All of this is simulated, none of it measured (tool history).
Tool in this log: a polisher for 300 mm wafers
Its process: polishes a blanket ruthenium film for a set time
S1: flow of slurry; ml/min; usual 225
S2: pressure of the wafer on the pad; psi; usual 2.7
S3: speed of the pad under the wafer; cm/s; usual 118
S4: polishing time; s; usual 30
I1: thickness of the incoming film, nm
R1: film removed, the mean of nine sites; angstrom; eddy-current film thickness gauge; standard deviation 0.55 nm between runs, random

{"run": 1, "day": 0.0, "S1": 225, "S2": 3, "S3": 118, "S4": 30, "I1": 407.5, "R1": 446}
{"run": 2, "day": 0.342, "S1": 225, "S2": 3, "S3": 118, "S4": 30, "I1": 415.5, "R1": 443}
{"run": 3, "day": 1.058, "S1": 280, "S2": 3.3, "S3": 118, "S4": 30, "I1": 404.1, "R1": 490}
{"run": 4, "day": 1.4, "S1": 280, "S2": 3.3, "S3": 118, "S4": 30, "I1": 413.5, "R1": 494}
{"day": 1.65, "done": "worn pad replaced by a new one"}
{"run": 5, "day": 1.912, "S1": 280, "S2": 3.3, "S3": 118, "S4": 30, "I1": 403.2, "R1": 489}
{"run": 6, "day": 2.162, "S1": 225, "S2": 2.7, "S3": 118, "S4": 23, "I1": 404.3, "R1": 308}
{"run": 7, "day": 2.646, "S1": 225, "S2": 2.7, "S3": 118, "S4": 23, "I1": 413.3, "R1": 302}
{"run": 8, "day": 3.038, "S1": 225, "S2": 2.7, "S3": 118, "S4": 30, "I1": 415, "R1": 399}
{"run": 9, "day": 3.629, "S1": 225, "S2": 2.7, "S3": 118, "S4": 30, "I1": 417.5, "R1": 399}
{"run": 10, "day": 4.154, "S1": 225, "S2": 2.7, "S3": 118, "S4": 30, "I1": 410.9, "R1": 385}
{"run": 11, "day": 5.158, "S1": 225, "S2": 2.7, "S3": 118, "S4": 30, "I1": 408.9, "R1": 393}
{"day": 5.471, "done": "worn pad replaced by a new one"}
{"run": 12, "day": 5.779, "S1": 225, "S2": 2.7, "S3": 118, "S4": 22, "I1": 408.6, "R1": 296}
{"run": 13, "day": 6.4, "S1": 225, "S2": 2.7, "S3": 118, "S4": 30, "I1": 418.1, "R1": 388}
{"run": 14, "day": 6.667, "S1": 225, "S2": 2.7, "S3": 118, "S4": 30, "I1": 417.7, "R1": 390}
{"run": 15, "day": 7.154, "S1": 225, "S2": 2.7, "S3": 118, "S4": 30, "I1": 405.1, "R1": 399}
{"run": 16, "day": 7.404, "S1": 225, "S2": 2.7, "S3": 118, "S4": 30, "I1": 410, "R1": 392}
{"day": 7.858, "done": "head pressure recalibrated"}
{"run": 17, "day": 7.879, "S1": 225, "S2": 2.2, "S3": 118, "S4": 30, "I1": 412.3, "R1": 343}
{"run": 18, "day": 8.479, "S1": 225, "S2": 2, "S3": 118, "S4": 30, "I1": 408.2, "R1": 326}
{"day": 10.025, "done": "worn pad replaced by a new one"}
{"run": 19, "day": 10.704, "S1": 225, "S2": 2.7, "S3": 80, "S4": 30, "I1": 411.3, "R1": 285}
{"day": 10.775, "done": "slurry nozzle cleaned"}
{"run": 20, "day": 12.717, "S1": 225, "S2": 3, "S3": 84, "S4": 30, "I1": 417, "R1": 341}
{"run": 21, "day": 13.212, "S1": 225, "S2": 2.7, "S3": 118, "S4": 30, "I1": 412.9, "R1": 440}

Expected results for the next run?
{"run": 22, "day": 13.758, "S1": 225, "S2": 2.7, "S3": 102, "S4": 30, "I1": 411.6, "R1": "?"}

Run 22 gave R1 387 angstrom.
Were there no unlogged condition in the tool, this run, its random variation unchanged, would have produced R1 397 angstrom.
